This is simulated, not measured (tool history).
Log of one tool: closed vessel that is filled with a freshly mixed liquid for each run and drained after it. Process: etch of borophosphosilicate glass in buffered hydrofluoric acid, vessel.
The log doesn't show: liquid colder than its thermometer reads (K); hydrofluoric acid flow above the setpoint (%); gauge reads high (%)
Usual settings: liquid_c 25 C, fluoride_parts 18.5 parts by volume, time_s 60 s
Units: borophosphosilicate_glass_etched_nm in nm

run   hour  liquid_c  fluoride_parts  time_s  wafers since the last listed run  hours since the thermometer was replaced  hours since the hydrofluoric acid flow meter was replaced  hours since the gauge calibration  read-back film thickness of the borophosphosilicate glass reference wafer, read on the same gauge (nm)  borophosphosilicate_glass_etched_nm
  1      0        25              23      75                                 0                                    2023.2                                                      667.8                                474                                                                                                      50                                52.13
  2     65        22            18.5      80                              8487                                    2088.2                                                      732.8                                539                                                                                                   50.01                                58.06
  3  136.5        22            18.5      80                              9336                                    2159.7                                                      804.3                              610.5                                                                                                      50                                57.42
     142.1  -- hydrofluoric acid flow meter replaced
  4  198.2        25              15      60                              7926                                    2221.4                                                       56.1                              672.2                                                                                                      50                                57.27
  5  281.9        25            18.5      60                             10929                                    2305.1                                                      139.8                              755.9                                                                                                      50                                46.93
  6  369.1        25            18.5      60                             11386                                    2392.3                                                        227                              843.1                                                                                                   49.98                                47.33
  7  431.8        25            18.5      60                              8187                                      2455                                                      289.7                              905.8                                                                                                   50.02                                48.84
  8  515.9        25            18.5      60                             10981                                    2539.1                                                      373.8                              989.9                                                                                                   50.01                                47.88
     541.8  -- thermometer replaced
  9  610.1        28            18.5      60                             12169                                      68.3                                                        468                             1084.1                                                                                                   50.01                                57.33
 10  716.8        28            18.5      60                             13932                                       175                                                      574.7                             1190.8                                                                                                   50.03                                58.17
 11  793.9        27            12.5      75                             10067                                     252.1                                                      651.8                             1267.9                                                                                                   49.99                               100.67
     827.6  -- gauge calibrated
 12  861.2        25            25.5      60                              8787                                     319.4                                                      719.1                               33.6                                                                                                   49.99                                38.37
 13  903.5        25            18.5      40                              5523                                     361.7                                                      761.4                               75.9                                                                                                   49.99                                34.58

Run 14 comes next. What will it give?
       968  -- hydrofluoric acid flow meter replaced
 14  975.4        25            22.5      60                              9258                                     433.6                                                        7.4                              147.8                                                                                                       ?                                    ?

read-back film thickness of the borophosphosilicate glass reference wafer, read on the same gauge (nm): 50
borophosphosilicate_glass_etched_nm: 39.92 nm
Without the tool's hidden state the same run would have given borophosphosilicate_glass_etched_nm 39.62 nm.
